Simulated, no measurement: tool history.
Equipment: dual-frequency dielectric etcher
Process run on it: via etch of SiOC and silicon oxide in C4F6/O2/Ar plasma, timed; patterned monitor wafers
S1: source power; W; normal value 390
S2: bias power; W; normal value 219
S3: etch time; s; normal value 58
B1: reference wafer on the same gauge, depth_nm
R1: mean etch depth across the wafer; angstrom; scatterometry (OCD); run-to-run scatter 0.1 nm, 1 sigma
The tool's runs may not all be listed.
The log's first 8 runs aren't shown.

run   hour   S1   S2    S3  B1   R1
  9  187.6  390  233    58  61  669
 10  203.8  450  273  41.5  61  528
 11  223.1  390  219    72  61  812
 12  242.1  300  219    63  61  645
     292.9  -- upper electrode replaced
 13  293.4  430  245  74.5  61  902
 14  293.7  390  257  63.5  61  750
     334.1  -- wet clean of the chamber
 15  334.6  390  219    58  61  664
 16  357.4  440  198    73  61  847
 17  374.7  390  219    58  61  663
 18  406.2  390  219    58  61  662
     430.3  -- source power generator calibrated
 19  430.8  390  219    58  61  662
 20  451.2  390  192    46  61  506
 21  521.9  490  273    74  61  977
 22  537.6  390  194    41  61  451
 23  553.2  390  262    71  61  852
 24  586.5  390  170  46.5  61  491
 25  599.1  390  253  63.5  61  751
 26  613.1  390  219    58  61  658
 27  637.1  300  219    58  61  597
 28  671.6  390  236    58  61  672
 29  684.5  290  252    45  61  477
 30  733.5  430  245  74.5  61  902

Alternative continuations, all from the tool just after run 30; predict every row:
  A  733.9  390  183    58   ?   ?
  B  733.9  420  202  69.5   ?   ?
  C  733.9  480  170    58   ?   ?
  D  733.9  390  175    70   ?   ?

run  B1   R1
  A  61  623
  B  61  789
  C  61  660
  D  61  743
The same runs, with their run-to-run variation unchanged, on a tool lacking any hidden condition would have given:
run   R1
  A  634
  B  803
  C  671
  D  756
